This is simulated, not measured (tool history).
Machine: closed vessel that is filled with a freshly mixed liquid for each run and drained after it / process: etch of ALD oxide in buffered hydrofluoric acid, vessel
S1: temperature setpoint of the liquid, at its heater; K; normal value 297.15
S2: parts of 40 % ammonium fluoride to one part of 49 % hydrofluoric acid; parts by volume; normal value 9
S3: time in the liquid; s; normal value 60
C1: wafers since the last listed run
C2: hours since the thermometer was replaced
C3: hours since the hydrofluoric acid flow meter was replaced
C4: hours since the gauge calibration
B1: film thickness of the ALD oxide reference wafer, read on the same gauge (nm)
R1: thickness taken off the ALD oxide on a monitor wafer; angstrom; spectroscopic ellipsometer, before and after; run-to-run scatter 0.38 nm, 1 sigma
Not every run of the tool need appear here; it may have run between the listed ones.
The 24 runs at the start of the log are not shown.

-- hour=318.4 gauge calibrated
run 25 hour=324.6 | S1=292.65 S2=12.5 S3=80 | C1=1138 C2=107.5 C3=194.6 C4=6.2 | B1=89.96 | R1=805.1
run 26 hour=336.6 | S1=297.15 S2=9 S3=60 | C1=1313 C2=119.5 C3=206.6 C4=18.2 | B1=89.99 | R1=1018.8
run 27 hour=353.8 | S1=297.15 S2=9 S3=60 | C1=1882 C2=136.7 C3=223.8 C4=35.4 | B1=90 | R1=1022.4
run 28 hour=371.4 | S1=292.65 S2=6.5 S3=85 | C1=1926 C2=154.3 C3=241.4 C4=53 | B1=89.99 | R1=1588.7
run 29 hour=388.7 | S1=297.15 S2=9 S3=60 | C1=1893 C2=171.6 C3=258.7 C4=70.3 | B1=89.97 | R1=1024.4
run 30 hour=395.6 | S1=295.65 S2=10.5 S3=60 | C1=755 C2=178.5 C3=265.6 C4=77.2 | B1=89.99 | R1=840
run 31 hour=412.8 | S1=301.15 S2=9 S3=80 | C1=1882 C2=195.7 C3=282.8 C4=94.4 | B1=90 | R1=1695.3
run 32 hour=428.4 | S1=295.65 S2=9 S3=35 | C1=1707 C2=211.3 C3=298.4 C4=110 | B1=89.96 | R1=549.3
run 33 hour=479.7 | S1=298.65 S2=6.5 S3=85 | C1=5615 C2=262.6 C3=349.7 C4=161.3 | B1=90.05 | R1=2205.1
run 34 hour=488.4 | S1=301.65 S2=12.5 S3=60 | C1=952 C2=271.3 C3=358.4 C4=170 | B1=89.98 | R1=982.7
run 35 hour=501.9 | S1=299.15 S2=9 S3=60 | C1=1477 C2=284.8 C3=371.9 C4=183.5 | B1=89.97 | R1=1145.4

Forecast each of these 3 alternatives for the next run:
run A hour=502.6 | S1=297.15 S2=9 S3=30 | C1=76 C2=285.5 C3=372.6 C4=184.2 | B1=? | R1=?
run B hour=502.6 | S1=299.65 S2=9 S3=30 | C1=76 C2=285.5 C3=372.6 C4=184.2 | B1=? | R1=?
run C hour=502.6 | S1=297.15 S2=6 S3=35 | C1=76 C2=285.5 C3=372.6 C4=184.2 | B1=? | R1=?

run=A B1=90 R1=515.3
run=B B1=90 R1=589.6
run=C B1=90 R1=901.8
With no hidden state in the tool, these same runs would have given:
run=A R1=501.5
run=B R1=574
run=C R1=877.7

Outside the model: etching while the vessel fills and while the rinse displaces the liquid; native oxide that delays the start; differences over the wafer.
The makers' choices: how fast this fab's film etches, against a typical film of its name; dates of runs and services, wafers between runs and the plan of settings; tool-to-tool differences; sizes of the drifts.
